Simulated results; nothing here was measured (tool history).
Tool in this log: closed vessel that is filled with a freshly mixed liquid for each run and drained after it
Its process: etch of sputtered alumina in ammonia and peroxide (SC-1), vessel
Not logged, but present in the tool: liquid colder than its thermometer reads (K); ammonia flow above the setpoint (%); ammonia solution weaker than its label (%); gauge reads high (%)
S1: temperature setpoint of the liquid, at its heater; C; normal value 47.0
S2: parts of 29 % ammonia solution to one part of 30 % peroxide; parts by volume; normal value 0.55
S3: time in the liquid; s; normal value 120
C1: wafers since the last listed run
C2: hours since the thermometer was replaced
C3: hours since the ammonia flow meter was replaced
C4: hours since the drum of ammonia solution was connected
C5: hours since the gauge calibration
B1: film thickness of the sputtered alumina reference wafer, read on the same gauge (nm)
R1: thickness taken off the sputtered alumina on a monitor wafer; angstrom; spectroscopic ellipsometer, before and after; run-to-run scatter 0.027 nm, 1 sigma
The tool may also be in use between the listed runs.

Run 1, day 0.000: usual settings but S2 0.30 parts by volume; C1 0; C2 23.6; C3 923.9; C4 754.0; C5 350.2; B1 40.026. Result: R1 42.54 angstrom.
At day 0.529: ammonia flow meter replaced.
Run 2, day 0.550: usual settings but S2 0.30 parts by volume; C1 1019; C2 36.8; C3 0.5; C4 767.2; C5 363.4; B1 40.003. Result: R1 42.34 angstrom.
At day 0.646: gauge calibrated.
Run 3, day 0.925: usual settings but S2 0.40 parts by volume; C1 751; C2 45.8; C3 9.5; C4 776.2; C5 6.7; B1 40.023. Result: R1 44.10 angstrom.
At day 1.358: new drum of ammonia solution connected.
Run 4, day 1.379: usual settings but S2 0.40 parts by volume; C1 827; C2 56.7; C3 20.4; C4 0.5; C5 17.6; B1 39.986. Result: R1 43.18 angstrom.
Run 5, day 1.771: usual settings; C1 785; C2 66.1; C3 29.8; C4 9.9; C5 27.0; B1 40.005. Result: R1 45.25 angstrom.
Run 6, day 2.246: usual settings but S2 0.60 parts by volume, S3 90 s; C1 952; C2 77.5; C3 41.2; C4 21.3; C5 38.4; B1 39.988. Result: R1 33.55 angstrom.
Run 7, day 2.712: usual settings but S1 41.0 C, S2 0.45 parts by volume, S3 165 s; C1 935; C2 88.7; C3 52.4; C4 32.5; C5 49.6; B1 40.023. Result: R1 42.76 angstrom.
Run 8, day 3.188: usual settings but S1 53.5 C, S3 160 s; C1 952; C2 100.1; C3 63.8; C4 43.9; C5 61.0; B1 40.003. Result: R1 85.26 angstrom.
Run 9, day 3.671: usual settings but S1 42.0 C, S3 80 s; C1 969; C2 111.7; C3 75.4; C4 55.5; C5 72.6; B1 40.000. Result: R1 22.60 angstrom.
Run 10, day 4.054: usual settings but S2 0.70 parts by volume; C1 768; C2 120.9; C3 84.6; C4 64.7; C5 81.8; B1 40.010. Result: R1 45.85 angstrom.
Run 11, day 4.329: usual settings but S1 53.0 C, S2 0.35 parts by volume; C1 551; C2 127.5; C3 91.2; C4 71.3; C5 88.4; B1 39.997. Result: R1 59.32 angstrom.
Run 12, day 4.733: usual settings but S1 41.5 C, S3 185 s; C1 810; C2 137.2; C3 100.9; C4 81.0; C5 98.1; B1 40.020. Result: R1 50.31 angstrom.
Run 13, day 5.188: usual settings but S1 56.0 C, S2 0.80 parts by volume, S3 155 s; C1 910; C2 148.1; C3 111.8; C4 91.9; C5 109.0; B1 40.034. Result: R1 97.62 angstrom.
Run 14, day 5.929: usual settings but S1 52.5 C, S2 0.35 parts by volume, S3 165 s; C1 1487; C2 165.9; C3 129.6; C4 109.7; C5 126.8; B1 39.972. Result: R1 79.31 angstrom.
Run 15, day 6.304: usual settings but S2 0.35 parts by volume; C1 751; C2 174.9; C3 138.6; C4 118.7; C5 135.8; B1 39.991. Result: R1 42.58 angstrom.
Run 16, day 6.829: usual settings but S1 38.0 C, S2 0.30 parts by volume, S3 55 s; C1 1052; C2 187.5; C3 151.2; C4 131.3; C5 148.4; B1 40.021. Result: R1 11.37 angstrom.
Run 17, day 7.088: usual settings but S1 40.0 C, S2 0.45 parts by volume; C1 518; C2 193.7; C3 157.4; C4 137.5; C5 154.6; B1 39.998. Result: R1 29.29 angstrom.
Run 18, day 7.492: usual settings but S1 40.0 C, S2 0.45 parts by volume; C1 810; C2 203.4; C3 167.1; C4 147.2; C5 164.3; B1 40.003. Result: R1 29.26 angstrom.
Run 19, day 7.783: usual settings but S2 0.70 parts by volume, S3 75 s; C1 584; C2 210.4; C3 174.1; C4 154.2; C5 171.3; B1 40.005. Result: R1 28.35 angstrom.
Run 20, day 8.433: usual settings; C1 1303; C2 226.0; C3 189.7; C4 169.8; C5 186.9; B1 39.975. Result: R1 44.18 angstrom.
Run 21, day 9.175: usual settings but S2 0.30 parts by volume, S3 80 s; C1 1487; C2 243.8; C3 207.5; C4 187.6; C5 204.7; B1 40.021. Result: R1 27.70 angstrom.
Run 22, day 9.629: usual settings but S3 70 s; C1 910; C2 254.7; C3 218.4; C4 198.5; C5 215.6; B1 40.005. Result: R1 25.70 angstrom.
Run 23, day 10.221: usual settings but S2 0.60 parts by volume, S3 90 s; C1 1186; C2 268.9; C3 232.6; C4 212.7; C5 229.8; B1 39.989. Result: R1 33.18 angstrom.
Run 24, day 10.696: usual settings but S2 0.80 parts by volume, S3 65 s; C1 952; C2 280.3; C3 244.0; C4 224.1; C5 241.2; B1 39.981. Result: R1 24.87 angstrom.
Run 25, day 11.346: usual settings; C1 1303; C2 295.9; C3 259.6; C4 239.7; C5 256.8; B1 39.992. Result: R1 43.90 angstrom.
Run 26, day 11.904: usual settings but S1 53.5 C, S2 0.85 parts by volume, S3 65 s; C1 1119; C2 309.3; C3 273.0; C4 253.1; C5 270.2; B1 39.997. Result: R1 35.41 angstrom.
Run 27, day 12.504: usual settings but S3 80 s; C1 1203; C2 323.7; C3 287.4; C4 267.5; C5 284.6; B1 40.002. Result: R1 29.18 angstrom.
Run 28, day 13.179: usual settings but S1 43.0 C, S3 95 s; C1 1353; C2 339.9; C3 303.6; C4 283.7; C5 300.8; B1 39.989. Result: R1 27.53 angstrom.

Alternative continuations, all from the tool just after run 28; predict every row:
Run A, day 13.208: usual settings but S3 165 s; C1 58; C2 340.6; C3 304.3; C4 284.4; C5 301.5; B1 ?. Result: R1 ?.
Run B, day 13.208: usual settings but S1 38.0 C, S2 0.75 parts by volume, S3 145 s; C1 58; C2 340.6; C3 304.3; C4 284.4; C5 301.5; B1 ?. Result: R1 ?.
Run C, day 13.208: usual settings but S1 52.0 C, S2 0.25 parts by volume, S3 180 s; C1 58; C2 340.6; C3 304.3; C4 284.4; C5 301.5; B1 ?. Result: R1 ?.
Run D, day 13.208: usual settings but S1 39.5 C, S2 0.40 parts by volume, S3 185 s; C1 58; C2 340.6; C3 304.3; C4 284.4; C5 301.5; B1 ?. Result: R1 ?.

run      B1     R1
  A  40.011  60.48
  B  40.011  32.44
  C  40.011  80.75
  D  40.011  42.63
Without the tool's hidden state the same runs would have given:
run     R1
  A  62.03
  B  33.32
  C  82.75
  D  43.78

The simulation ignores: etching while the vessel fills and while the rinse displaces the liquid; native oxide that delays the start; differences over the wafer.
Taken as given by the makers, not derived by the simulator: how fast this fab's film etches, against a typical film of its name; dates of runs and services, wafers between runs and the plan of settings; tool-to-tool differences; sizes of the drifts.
